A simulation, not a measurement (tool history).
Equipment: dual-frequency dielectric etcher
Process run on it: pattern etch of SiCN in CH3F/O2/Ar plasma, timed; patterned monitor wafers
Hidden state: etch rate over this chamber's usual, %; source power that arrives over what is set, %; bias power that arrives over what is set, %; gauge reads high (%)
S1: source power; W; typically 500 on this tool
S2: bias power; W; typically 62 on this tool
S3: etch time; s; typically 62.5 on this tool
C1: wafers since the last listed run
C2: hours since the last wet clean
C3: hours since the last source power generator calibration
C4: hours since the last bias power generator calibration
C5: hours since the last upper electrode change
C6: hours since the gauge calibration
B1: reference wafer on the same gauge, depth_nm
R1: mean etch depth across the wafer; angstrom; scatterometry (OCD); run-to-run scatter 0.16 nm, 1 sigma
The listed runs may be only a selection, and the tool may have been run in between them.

run 1 day=0.000 | S1=500 S2=62 S3=62.5 | C1=0 C2=173.8 C3=1434.8 C4=635.0 C5=3219.1 C6=33.2 | B1=22.58 | R1=230.5
run 2 day=1.871 | S1=500 S2=62 S3=62.5 | C1=619 C2=218.7 C3=1479.7 C4=679.9 C5=3264.0 C6=78.1 | B1=22.67 | R1=230.9
run 3 day=4.158 | S1=500 S2=62 S3=62.5 | C1=757 C2=273.6 C3=1534.6 C4=734.8 C5=3318.9 C6=133.0 | B1=22.58 | R1=236.2
run 4 day=5.567 | S1=440 S2=62 S3=62.5 | C1=466 C2=307.4 C3=1568.4 C4=768.6 C5=3352.7 C6=166.8 | B1=22.65 | R1=218.3
run 5 day=8.488 | S1=440 S2=62 S3=62.5 | C1=966 C2=377.5 C3=1638.5 C4=838.7 C5=3422.8 C6=236.9 | B1=22.63 | R1=218.6
-- day=10.758 wet clean of the chamber
run 6 day=10.992 | S1=440 S2=62 S3=62.5 | C1=497 C2=5.6 C3=1698.6 C4=898.8 C5=3482.9 C6=297.0 | B1=22.69 | R1=223.6
run 7 day=13.442 | S1=500 S2=62 S3=62.5 | C1=811 C2=64.4 C3=1757.4 C4=957.6 C5=3541.7 C6=355.8 | B1=22.71 | R1=236.1
run 8 day=15.821 | S1=500 S2=62 S3=62.5 | C1=787 C2=121.5 C3=1814.5 C4=1014.7 C5=3598.8 C6=412.9 | B1=22.71 | R1=235.3
-- day=21.504 source power generator calibrated
run 9 day=23.662 | S1=450 S2=68 S3=62.5 | C1=2540 C2=309.7 C3=51.8 C4=1202.9 C5=3787.0 C6=601.1 | B1=22.91 | R1=234.2
run 10 day=25.200 | S1=530 S2=49 S3=62.5 | C1=509 C2=346.6 C3=88.7 C4=1239.8 C5=3823.9 C6=638.0 | B1=22.96 | R1=225.8
run 11 day=27.521 | S1=530 S2=49 S3=62.5 | C1=768 C2=402.3 C3=144.4 C4=1295.5 C5=3879.6 C6=693.7 | B1=22.96 | R1=228.5
-- day=28.712 wet clean of the chamber
-- day=28.946 upper electrode replaced
run 12 day=29.850 | S1=530 S2=49 S3=62.5 | C1=363 C2=27.3 C3=200.3 C4=1351.4 C5=21.7 C6=749.6 | B1=23.09 | R1=226.6
run 13 day=30.950 | S1=420 S2=62 S3=62.5 | C1=364 C2=53.7 C3=226.7 C4=1377.8 C5=48.1 C6=776.0 | B1=23.06 | R1=224.0
run 14 day=33.550 | S1=410 S2=51 S3=80.0 | C1=860 C2=116.1 C3=289.1 C4=1440.2 C5=110.5 C6=838.4 | B1=23.21 | R1=271.0
run 15 day=36.104 | S1=460 S2=54 S3=73.0 | C1=845 C2=177.4 C3=350.4 C4=1501.5 C5=171.8 C6=899.7 | B1=23.32 | R1=259.8
run 16 day=39.008 | S1=460 S2=62 S3=76.5 | C1=961 C2=247.1 C3=420.1 C4=1571.2 C5=241.5 C6=969.4 | B1=23.47 | R1=288.2
run 17 day=40.096 | S1=420 S2=54 S3=52.5 | C1=360 C2=273.2 C3=446.2 C4=1597.3 C5=267.6 C6=995.5 | B1=23.43 | R1=181.8
-- day=40.267 bias power generator calibrated
-- day=40.467 gauge calibrated
run 18 day=42.021 | S1=500 S2=62 S3=62.5 | C1=582 C2=319.4 C3=492.4 C4=42.1 C5=313.8 C6=37.3 | B1=22.73 | R1=233.7
run 19 day=44.496 | S1=500 S2=62 S3=68.5 | C1=819 C2=378.8 C3=551.8 C4=101.5 C5=373.2 C6=96.7 | B1=22.65 | R1=259.6
run 20 day=45.679 | S1=590 S2=57 S3=46.0 | C1=391 C2=407.2 C3=580.2 C4=129.9 C5=401.6 C6=125.1 | B1=22.71 | R1=180.0
-- day=47.462 wet clean of the chamber
run 21 day=47.483 | S1=500 S2=62 S3=68.5 | C1=266 C2=0.5 C3=623.5 C4=173.2 C5=444.9 C6=168.4 | B1=22.71 | R1=254.4
run 22 day=50.042 | S1=500 S2=62 S3=50.5 | C1=846 C2=61.9 C3=684.9 C4=234.6 C5=506.3 C6=229.8 | B1=22.70 | R1=188.4
run 23 day=52.458 | S1=500 S2=62 S3=49.0 | C1=800 C2=119.9 C3=742.9 C4=292.6 C5=564.3 C6=287.8 | B1=22.76 | R1=183.3
run 24 day=54.542 | S1=500 S2=62 S3=62.5 | C1=689 C2=169.9 C3=792.9 C4=342.6 C5=614.3 C6=337.8 | B1=22.73 | R1=233.3
run 25 day=58.512 | S1=620 S2=75 S3=62.5 | C1=1314 C2=265.2 C3=888.2 C4=437.9 C5=709.6 C6=433.1 | B1=22.86 | R1=270.1
run 26 day=63.225 | S1=440 S2=72 S3=55.5 | C1=1560 C2=378.3 C3=1001.3 C4=551.0 C5=822.7 C6=546.2 | B1=22.87 | R1=207.9
-- day=65.317 wet clean of the chamber
run 27 day=65.338 | S1=500 S2=56 S3=72.0 | C1=368 C2=0.5 C3=1052.0 C4=601.7 C5=873.4 C6=596.9 | B1=23.00 | R1=266.4

Branching from run 27: 4 alternative next runs. What would each branch give?
run A day=65.354 | S1=390 S2=62 S3=62.5 | C1=5 C2=0.9 C3=1052.4 C4=602.1 C5=873.8 C6=597.3 | B1=? | R1=?
run B day=65.354 | S1=500 S2=55 S3=71.0 | C1=5 C2=0.9 C3=1052.4 C4=602.1 C5=873.8 C6=597.3 | B1=? | R1=?
run C day=65.354 | S1=560 S2=74 S3=79.0 | C1=5 C2=0.9 C3=1052.4 C4=602.1 C5=873.8 C6=597.3 | B1=? | R1=?
run D day=65.354 | S1=570 S2=49 S3=53.0 | C1=5 C2=0.9 C3=1052.4 C4=602.1 C5=873.8 C6=597.3 | B1=? | R1=?

run=A B1=22.96 R1=213.5
run=B B1=22.96 R1=258.0
run=C B1=22.96 R1=326.2
run=D B1=22.96 R1=196.5
What these runs would have given with no unlogged condition in the tool:
run=A R1=210.0
run=B R1=253.7
run=C R1=320.9
run=D R1=193.3
